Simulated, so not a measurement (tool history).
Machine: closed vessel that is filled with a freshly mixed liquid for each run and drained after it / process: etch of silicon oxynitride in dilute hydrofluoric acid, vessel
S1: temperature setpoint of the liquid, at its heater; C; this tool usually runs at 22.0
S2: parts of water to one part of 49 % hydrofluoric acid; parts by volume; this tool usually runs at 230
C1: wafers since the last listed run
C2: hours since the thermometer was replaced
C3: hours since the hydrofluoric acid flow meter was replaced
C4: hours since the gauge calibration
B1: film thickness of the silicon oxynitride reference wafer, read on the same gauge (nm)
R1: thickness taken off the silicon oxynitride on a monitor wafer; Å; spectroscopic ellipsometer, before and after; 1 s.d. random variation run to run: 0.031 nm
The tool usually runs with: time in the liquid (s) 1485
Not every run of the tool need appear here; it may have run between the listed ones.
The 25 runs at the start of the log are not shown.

Run 26, hour 653.2: usual settings; C1 1585; C2 355.1; C3 279.5; C4 163.1; B1 60.02. Result: R1 94.9 Å.
Run 27, hour 683.6: usual settings but S1 17.5 C, S2 300 parts by volume; C1 1868; C2 385.5; C3 309.9; C4 193.5; B1 60.02. Result: R1 57.2 Å.
Run 28, hour 712.2: usual settings but S1 18.0 C, S2 200 parts by volume, time in the liquid (s) 630; C1 1757; C2 414.1; C3 338.5; C4 222.1; B1 59.96. Result: R1 39.5 Å.
Run 29, hour 741.5: usual settings but S1 18.0 C, time in the liquid (s) 1805; C1 1800; C2 443.4; C3 367.8; C4 251.4; B1 59.99. Result: R1 97.3 Å.
Run 30, hour 754.0: usual settings; C1 768; C2 455.9; C3 380.3; C4 263.9; B1 59.98. Result: R1 96.2 Å.
Run 31, hour 785.1: usual settings; C1 1911; C2 487.0; C3 411.4; C4 295.0; B1 59.99. Result: R1 96.2 Å.
Run 32, hour 820.9: usual settings but S1 24.0 C, time in the liquid (s) 2140; C1 2200; C2 522.8; C3 447.2; C4 330.8; B1 59.99. Result: R1 151.0 Å.
Run 33, hour 851.2: usual settings but S2 265 parts by volume; C1 1862; C2 553.1; C3 477.5; C4 361.1; B1 59.99. Result: R1 82.1 Å.

Alternative continuations, all from the tool just after run 33; predict every row:
Run A, hour 852.3: usual settings; C1 67; C2 554.2; C3 478.6; C4 362.2; B1 ?. Result: R1 ?.
Run B, hour 852.3: usual settings but S1 20.5 C, S2 180 parts by volume, time in the liquid (s) 1990; C1 67; C2 554.2; C3 478.6; C4 362.2; B1 ?. Result: R1 ?.
Run C, hour 852.3: usual settings but S2 315 parts by volume; C1 67; C2 554.2; C3 478.6; C4 362.2; B1 ?. Result: R1 ?.
Run D, hour 852.3: usual settings but S1 20.5 C; C1 67; C2 554.2; C3 478.6; C4 362.2; B1 ?. Result: R1 ?.

run     B1     R1
  A  59.96   96.6
  B  59.96  159.7
  C  59.96   66.7
  D  59.96   90.2
Without the tool's hidden state the same runs would have given:
run     R1
  A   92.3
  B  152.6
  C   63.7
  D   86.2

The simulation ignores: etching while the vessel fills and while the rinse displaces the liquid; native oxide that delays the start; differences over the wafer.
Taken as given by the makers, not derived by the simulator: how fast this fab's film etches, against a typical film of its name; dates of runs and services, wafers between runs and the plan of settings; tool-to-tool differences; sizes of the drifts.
